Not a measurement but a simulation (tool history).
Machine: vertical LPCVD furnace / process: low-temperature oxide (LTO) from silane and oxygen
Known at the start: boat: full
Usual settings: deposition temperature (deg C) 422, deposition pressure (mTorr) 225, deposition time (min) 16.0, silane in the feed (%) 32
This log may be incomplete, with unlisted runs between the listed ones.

run,hour,deposition temperature (deg C),deposition pressure (mTorr),deposition time (min),silane in the feed (%),wafers since the last listed run,hours since the last temperature calibration,hours since the pressure gauge was zeroed,hours since the silane flow controller was replaced,hours since the gauge calibration,"read-back reference wafer on the same gauge, thickness",film thickness on the monitor wafer in the middle of the boat (angstrom)
1,0.0,422,225,16.0,32,0,1738.0,1766.0,6784.0,315.2,166.31,1418.1
2,20.1,422,225,16.0,32,470,1758.1,1786.1,6804.1,335.3,166.49,1407.8
3,47.4,422,225,16.0,32,639,1785.4,1813.4,6831.4,362.6,166.86,1422.5
4,69.0,422,225,16.0,32,506,1807.0,1835.0,6853.0,384.2,166.94,1420.2
5,97.2,422,225,16.0,32,660,1835.2,1863.2,6881.2,412.4,167.38,1421.8
6,113.0,422,225,18.5,32,370,1851.0,1879.0,6897.0,428.2,167.61,1647.2
7,129.0,422,225,18.5,32,374,1867.0,1895.0,6913.0,444.2,167.88,1641.3
# hour 139.0: gauge calibrated
8,162.6,422,225,18.5,32,787,1900.6,1928.6,6946.6,23.6,164.96,1615.3
# hour 199.7: silane flow controller replaced
9,200.2,417,225,19.5,32,318,1938.2,1966.2,0.5,61.2,165.21,1614.5
10,219.5,422,225,16.0,32,452,1957.5,1985.5,19.8,80.5,165.28,1409.0
# hour 257.3: pressure gauge zeroed
# hour 261.0: thermocouples replaced and temperature profile calibrated
11,261.5,429,225,16.0,32,333,0.5,4.2,61.8,122.5,165.41,1522.7
12,265.4,422,270,16.0,32,91,4.4,8.1,65.7,126.4,165.18,1693.7
13,298.3,428,185,16.0,34,770,37.3,41.0,98.6,159.3,165.50,1334.4
14,330.0,422,225,10.5,32,742,69.0,72.7,130.3,191.0,165.60,919.3
15,344.5,422,225,16.0,32,339,83.5,87.2,144.8,205.5,165.73,1406.8
16,377.5,422,250,16.0,27,773,116.5,120.2,177.8,238.5,165.98,1230.7
17,410.2,434,260,16.0,32,766,149.2,152.9,210.5,271.2,166.23,1863.0
18,425.4,422,225,17.5,35,356,164.4,168.1,225.7,286.4,166.07,1749.3
19,439.8,426,225,16.0,32,337,178.8,182.5,240.1,300.8,166.38,1489.1

What differs in the tool's unlogged condition from the final listed run ahead of each entry between runs to the first listed run following it?
From run 7 to run 8: gauge calibrated (hour 139.0)
  gauge reads high (%): 1.77 -> 0.0411
  measured less the result without the state, film thickness on the monitor wafer in the middle of the boat (angstrom): +28.5 -> +0.6
From run 8 to run 9: silane flow controller replaced (hour 199.7)
  gauge reads high (%): 0.0411 -> 0.0715
  measured less the result without the state, film thickness on the monitor wafer in the middle of the boat (angstrom): +0.6 -> +1.2
From run 10 to run 11: pressure gauge zeroed (hour 257.3); thermocouples replaced and temperature profile calibrated (hour 261.0)
  gauge reads high (%): 0.0975 -> 0.179
  measured less the result without the state, film thickness on the monitor wafer in the middle of the boat (angstrom): +1.4 -> +2.8

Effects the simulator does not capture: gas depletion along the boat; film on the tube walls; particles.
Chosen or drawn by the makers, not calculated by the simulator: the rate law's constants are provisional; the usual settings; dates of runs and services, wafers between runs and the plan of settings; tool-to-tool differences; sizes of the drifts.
